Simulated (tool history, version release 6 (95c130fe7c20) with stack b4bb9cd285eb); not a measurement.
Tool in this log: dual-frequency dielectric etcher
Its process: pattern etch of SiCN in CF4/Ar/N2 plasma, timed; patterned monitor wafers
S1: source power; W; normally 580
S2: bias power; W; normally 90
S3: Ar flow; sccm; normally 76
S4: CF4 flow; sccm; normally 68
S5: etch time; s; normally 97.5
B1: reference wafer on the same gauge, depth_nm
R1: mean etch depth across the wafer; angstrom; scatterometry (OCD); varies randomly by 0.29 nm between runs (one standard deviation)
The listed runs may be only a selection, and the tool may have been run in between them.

{"run": 1, "hour": 0.0, "S1": 580, "S2": 90, "S3": 76, "S4": 68, "S5": 97.5, "B1": 129.1, "R1": 1145}
{"run": 2, "hour": 49.9, "S1": 580, "S2": 90, "S3": 76, "S4": 68, "S5": 97.5, "B1": 129, "R1": 1140}
{"hour": 127.1, "done": "wet clean of the chamber"}
{"run": 3, "hour": 127.6, "S1": 680, "S2": 90, "S3": 76, "S4": 68, "S5": 118.5, "B1": 129, "R1": 1607}
{"run": 4, "hour": 206.0, "S1": 580, "S2": 90, "S3": 76, "S4": 78, "S5": 97.5, "B1": 129, "R1": 1180}
{"run": 5, "hour": 313.7, "S1": 580, "S2": 90, "S3": 76, "S4": 78, "S5": 97.5, "B1": 129, "R1": 1171}
{"hour": 435.6, "done": "gauge calibrated"}
{"run": 6, "hour": 490.5, "S1": 580, "S2": 90, "S3": 76, "S4": 79, "S5": 97.5, "B1": 129, "R1": 1164}
{"hour": 567.9, "done": "upper electrode replaced"}
{"run": 7, "hour": 568.4, "S1": 580, "S2": 90, "S3": 87, "S4": 68, "S5": 109.5, "B1": 128.9, "R1": 1250}
{"hour": 607.8, "done": "wet clean of the chamber"}
{"run": 8, "hour": 852.5, "S1": 580, "S2": 90, "S3": 87, "S4": 68, "S5": 109.5, "B1": 128.9, "R1": 1259}
{"hour": 910.8, "done": "source power generator calibrated"}
{"run": 9, "hour": 957.1, "S1": 460, "S2": 90, "S3": 76, "S4": 68, "S5": 97.5, "B1": 129, "R1": 937}
{"run": 10, "hour": 1063.0, "S1": 580, "S2": 106, "S3": 76, "S4": 68, "S5": 97.5, "B1": 129, "R1": 1176}
{"hour": 1120.5, "done": "Ar flow controller replaced"}
{"hour": 1123.9, "done": "CF4 flow controller replaced"}
{"hour": 1143.5, "done": "wet clean of the chamber"}
{"run": 11, "hour": 1144.0, "S1": 580, "S2": 90, "S3": 76, "S4": 68, "S5": 97.5, "B1": 129, "R1": 1152}
{"hour": 1201.5, "done": "bias power generator calibrated"}
{"run": 12, "hour": 1204.6, "S1": 580, "S2": 90, "S3": 76, "S4": 59, "S5": 118, "B1": 129.1, "R1": 1376}
{"run": 13, "hour": 1276.8, "S1": 580, "S2": 90, "S3": 62, "S4": 55, "S5": 97.5, "B1": 128.9, "R1": 1140}
{"run": 14, "hour": 1364.4, "S1": 580, "S2": 90, "S3": 91, "S4": 68, "S5": 97.5, "B1": 129, "R1": 1130}
{"run": 15, "hour": 1457.6, "S1": 480, "S2": 90, "S3": 82, "S4": 68, "S5": 97.5, "B1": 129, "R1": 978}
{"run": 16, "hour": 1530.0, "S1": 460, "S2": 90, "S3": 76, "S4": 68, "S5": 97.5, "B1": 129, "R1": 943}
{"hour": 1566.8, "done": "wet clean of the chamber"}
{"run": 17, "hour": 1591.0, "S1": 510, "S2": 90, "S3": 81, "S4": 68, "S5": 97.5, "B1": 129, "R1": 1035}
{"run": 18, "hour": 1693.8, "S1": 580, "S2": 90, "S3": 76, "S4": 68, "S5": 97.5, "B1": 129, "R1": 1151}
{"run": 19, "hour": 1750.0, "S1": 580, "S2": 90, "S3": 57, "S4": 57, "S5": 111, "B1": 129, "R1": 1310}
{"run": 20, "hour": 1836.7, "S1": 700, "S2": 96, "S3": 70, "S4": 73, "S5": 97.5, "B1": 128.9, "R1": 1386}
{"hour": 1855.4, "done": "gauge calibrated"}
{"run": 21, "hour": 1915.3, "S1": 580, "S2": 69, "S3": 76, "S4": 68, "S5": 97.5, "B1": 129, "R1": 1071}

Below are 4 alternative next runs, each starting from the tool's condition after run 21. Predict each:
{"run": "A", "hour": 1915.7, "S1": 520, "S2": 90, "S3": 76, "S4": 68, "S5": 97.5, "B1": "?", "R1": "?"}
{"run": "B", "hour": 1915.7, "S1": 580, "S2": 103, "S3": 76, "S4": 68, "S5": 97.5, "B1": "?", "R1": "?"}
{"run": "C", "hour": 1915.7, "S1": 580, "S2": 90, "S3": 70, "S4": 68, "S5": 76.5, "B1": "?", "R1": "?"}
{"run": "D", "hour": 1915.7, "S1": 580, "S2": 96, "S3": 76, "S4": 77, "S5": 97.5, "B1": "?", "R1": "?"}

run=A B1=129 R1=1045
run=B B1=129 R1=1184
run=C B1=129 R1=903
run=D B1=129 R1=1182
The same runs, with their run-to-run variation unchanged, on a tool lacking any hidden condition would have given:
run=A R1=1063
run=B R1=1205
run=C R1=919
run=D R1=1203
